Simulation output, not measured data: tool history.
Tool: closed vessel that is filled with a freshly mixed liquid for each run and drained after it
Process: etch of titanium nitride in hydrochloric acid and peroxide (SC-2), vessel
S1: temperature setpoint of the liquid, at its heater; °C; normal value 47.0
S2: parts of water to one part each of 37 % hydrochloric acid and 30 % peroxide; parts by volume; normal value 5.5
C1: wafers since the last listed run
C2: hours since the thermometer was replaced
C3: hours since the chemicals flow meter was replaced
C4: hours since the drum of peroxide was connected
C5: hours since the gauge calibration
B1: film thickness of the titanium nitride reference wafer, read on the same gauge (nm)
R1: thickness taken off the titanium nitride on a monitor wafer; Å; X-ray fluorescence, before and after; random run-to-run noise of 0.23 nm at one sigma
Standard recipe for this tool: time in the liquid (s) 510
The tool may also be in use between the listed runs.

run 1 hour=0.0 | S1=47.0 S2=5.5 time_in_the_liquid_(s)=510 | C1=0 C2=306.4 C3=647.4 C4=1303.0 C5=53.1 | B1=70.02 | R1=331.7
run 2 hour=7.6 | S1=47.0 S2=5.5 time_in_the_liquid_(s)=510 | C1=509 C2=314.0 C3=655.0 C4=1310.6 C5=60.7 | B1=70.05 | R1=327.3
run 3 hour=15.7 | S1=44.5 S2=5.5 time_in_the_liquid_(s)=335 | C1=543 C2=322.1 C3=663.1 C4=1318.7 C5=68.8 | B1=70.03 | R1=184.9
run 4 hour=23.6 | S1=47.0 S2=5.5 time_in_the_liquid_(s)=510 | C1=529 C2=330.0 C3=671.0 C4=1326.6 C5=76.7 | B1=69.98 | R1=329.3
run 5 hour=61.0 | S1=47.0 S2=5.5 time_in_the_liquid_(s)=510 | C1=2507 C2=367.4 C3=708.4 C4=1364.0 C5=114.1 | B1=70.02 | R1=334.1
run 6 hour=67.6 | S1=43.5 S2=5.5 time_in_the_liquid_(s)=510 | C1=442 C2=374.0 C3=715.0 C4=1370.6 C5=120.7 | B1=69.99 | R1=258.3
run 7 hour=80.4 | S1=43.5 S2=5.5 time_in_the_liquid_(s)=510 | C1=858 C2=386.8 C3=727.8 C4=1383.4 C5=133.5 | B1=69.98 | R1=258.8
run 8 hour=87.2 | S1=49.5 S2=5.5 time_in_the_liquid_(s)=510 | C1=455 C2=393.6 C3=734.6 C4=1390.2 C5=140.3 | B1=69.94 | R1=397.8
run 9 hour=104.5 | S1=49.5 S2=5.5 time_in_the_liquid_(s)=510 | C1=1159 C2=410.9 C3=751.9 C4=1407.5 C5=157.6 | B1=70.04 | R1=393.7
run 10 hour=121.5 | S1=47.0 S2=5.5 time_in_the_liquid_(s)=510 | C1=1139 C2=427.9 C3=768.9 C4=1424.5 C5=174.6 | B1=69.96 | R1=330.5
run 11 hour=132.8 | S1=47.0 S2=5.5 time_in_the_liquid_(s)=510 | C1=757 C2=439.2 C3=780.2 C4=1435.8 C5=185.9 | B1=69.94 | R1=333.3
-- hour=143.4 chemicals flow meter replaced
run 12 hour=147.7 | S1=47.0 S2=5.5 time_in_the_liquid_(s)=510 | C1=931 C2=454.1 C3=4.3 C4=1450.7 C5=200.8 | B1=70.02 | R1=303.9
run 13 hour=163.6 | S1=47.0 S2=5.5 time_in_the_liquid_(s)=510 | C1=1066 C2=470.0 C3=20.2 C4=1466.6 C5=216.7 | B1=70.01 | R1=311.5
run 14 hour=174.4 | S1=47.0 S2=5.5 time_in_the_liquid_(s)=510 | C1=724 C2=480.8 C3=31.0 C4=1477.4 C5=227.5 | B1=70.01 | R1=310.0
run 15 hour=189.1 | S1=39.0 S2=5.5 time_in_the_liquid_(s)=510 | C1=985 C2=495.5 C3=45.7 C4=1492.1 C5=242.2 | B1=70.03 | R1=178.0
run 16 hour=197.1 | S1=47.0 S2=5.5 time_in_the_liquid_(s)=510 | C1=536 C2=503.5 C3=53.7 C4=1500.1 C5=250.2 | B1=70.01 | R1=310.3
run 17 hour=205.5 | S1=47.0 S2=5.5 time_in_the_liquid_(s)=510 | C1=563 C2=511.9 C3=62.1 C4=1508.5 C5=258.6 | B1=70.00 | R1=310.8
-- hour=216.5 thermometer replaced
run 18 hour=217.0 | S1=54.5 S2=4.0 time_in_the_liquid_(s)=510 | C1=704 C2=0.5 C3=73.6 C4=1520.0 C5=270.1 | B1=70.03 | R1=636.2
run 19 hour=223.1 | S1=47.0 S2=5.5 time_in_the_liquid_(s)=510 | C1=408 C2=6.6 C3=79.7 C4=1526.1 C5=276.2 | B1=69.96 | R1=306.3
run 20 hour=233.0 | S1=56.5 S2=7.0 time_in_the_liquid_(s)=215 | C1=663 C2=16.5 C3=89.6 C4=1536.0 C5=286.1 | B1=69.94 | R1=203.4
run 21 hour=284.9 | S1=47.0 S2=4.0 time_in_the_liquid_(s)=645 | C1=3479 C2=68.4 C3=141.5 C4=1587.9 C5=338.0 | B1=70.01 | R1=500.5
-- hour=289.9 new drum of peroxide connected
run 22 hour=293.0 | S1=43.0 S2=4.0 time_in_the_liquid_(s)=735 | C1=476 C2=76.5 C3=149.6 C4=3.1 C5=346.1 | B1=70.01 | R1=423.8
-- hour=322.5 gauge calibrated
run 23 hour=335.4 | S1=47.0 S2=5.5 time_in_the_liquid_(s)=420 | C1=2842 C2=118.9 C3=192.0 C4=45.5 C5=12.9 | B1=70.03 | R1=259.7
run 24 hour=352.6 | S1=43.5 S2=5.5 time_in_the_liquid_(s)=725 | C1=1153 C2=136.1 C3=209.2 C4=62.7 C5=30.1 | B1=69.96 | R1=355.0

What does the tool deliver on the next run?
run 25 hour=370.3 | S1=37.5 S2=5.5 time_in_the_liquid_(s)=510 | C1=1186 C2=153.8 C3=226.9 C4=80.4 C5=47.8 | B1=? | R1=?

{"run 25": {"B1": 70.07, "R1": 161.3}}
With the hidden condition absent and the run-to-run variation left alone, this run would have shown R1 157.2 Å.
